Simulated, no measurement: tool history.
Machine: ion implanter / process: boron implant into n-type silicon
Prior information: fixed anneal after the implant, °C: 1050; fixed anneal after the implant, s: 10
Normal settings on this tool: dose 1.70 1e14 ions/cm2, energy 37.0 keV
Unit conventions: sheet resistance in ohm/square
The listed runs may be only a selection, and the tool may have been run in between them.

run   hour  dose  energy  read-back reference wafer on the same gauge, sheet resistance  sheet resistance
  1    0.0  1.70    37.0                                                         498.98            511.09
  2    6.5  1.70    37.0                                                         498.81            511.58
  3   12.6  1.70    37.0                                                         498.97            512.39
  4   26.1  1.70    37.0                                                         498.99            509.55
  5   41.0  1.70    37.0                                                         498.82            510.88
  6   52.4  1.70    37.0                                                         498.96            512.50
  7   69.7  1.70    37.0                                                         499.14            510.84
  8  116.2  1.70    37.0                                                         499.07            511.34
  9  129.9  1.70    37.0                                                         499.21            509.77
 10  162.7  1.70    37.0                                                         498.88            511.93
 11  178.8  1.70    37.0                                                         499.10            512.08
 12  195.4  1.70    37.0                                                         499.05            509.86
 13  204.7  1.70    41.5                                                         498.93            503.60
     216.7  -- gauge calibrated
 14  219.2  1.70    37.0                                                         498.98            513.66
 15  236.4  1.43    30.5                                                         499.08            602.15
     252.0  -- extraction supply calibrated
 16  252.5  1.70    37.0                                                         498.95            511.66
 17  265.1  1.84    44.5                                                         499.09            469.68
 18  280.1  2.12    45.0                                                         498.86            420.24
     297.3  -- Faraday cup replaced and dose calibrated
 19  297.8  1.70    37.0                                                         499.05            490.33
 20  314.4  1.70    37.0                                                         498.99            489.42
 21  332.4  1.70    43.0                                                         498.92            479.42
 22  340.6  1.48    25.0                                                         499.09            578.43
 23  355.3  2.18    32.0                                                         498.96            413.72
 24  367.9  1.70    37.0                                                         499.01            490.53
 25  383.4  2.02    48.5                                                         499.06            414.65
 26  395.0  2.20    26.0                                                         499.07            421.97

For each run, the measured value with the value that run would have given without the tool's hidden condition subtracted. The run-to-run variation is shared by both, the gauge scatter possibly not:
Hidden state present: deviation of the true dose from the Faraday cup's reading, %; deviation of the true energy from its setpoint, %; gauge reads high (%).
run  sheet resistance
  1            +20.90
  2            +20.93
  3            +20.98
  4            +20.90
  5            +20.99
  6            +21.09
  7            +21.06
  8            +21.20
  9            +21.16
 10            +21.33
 11            +21.37
 12            +21.32
 13            +20.82
 14            +21.52
 15            +25.32
 16            +21.50
 17            +19.59
 18            +17.84
 19             -0.76
 20             -0.35
 21             +0.08
 22             +0.35
 23             +0.55
 24             +0.93
 25             +1.08
 26             +1.41
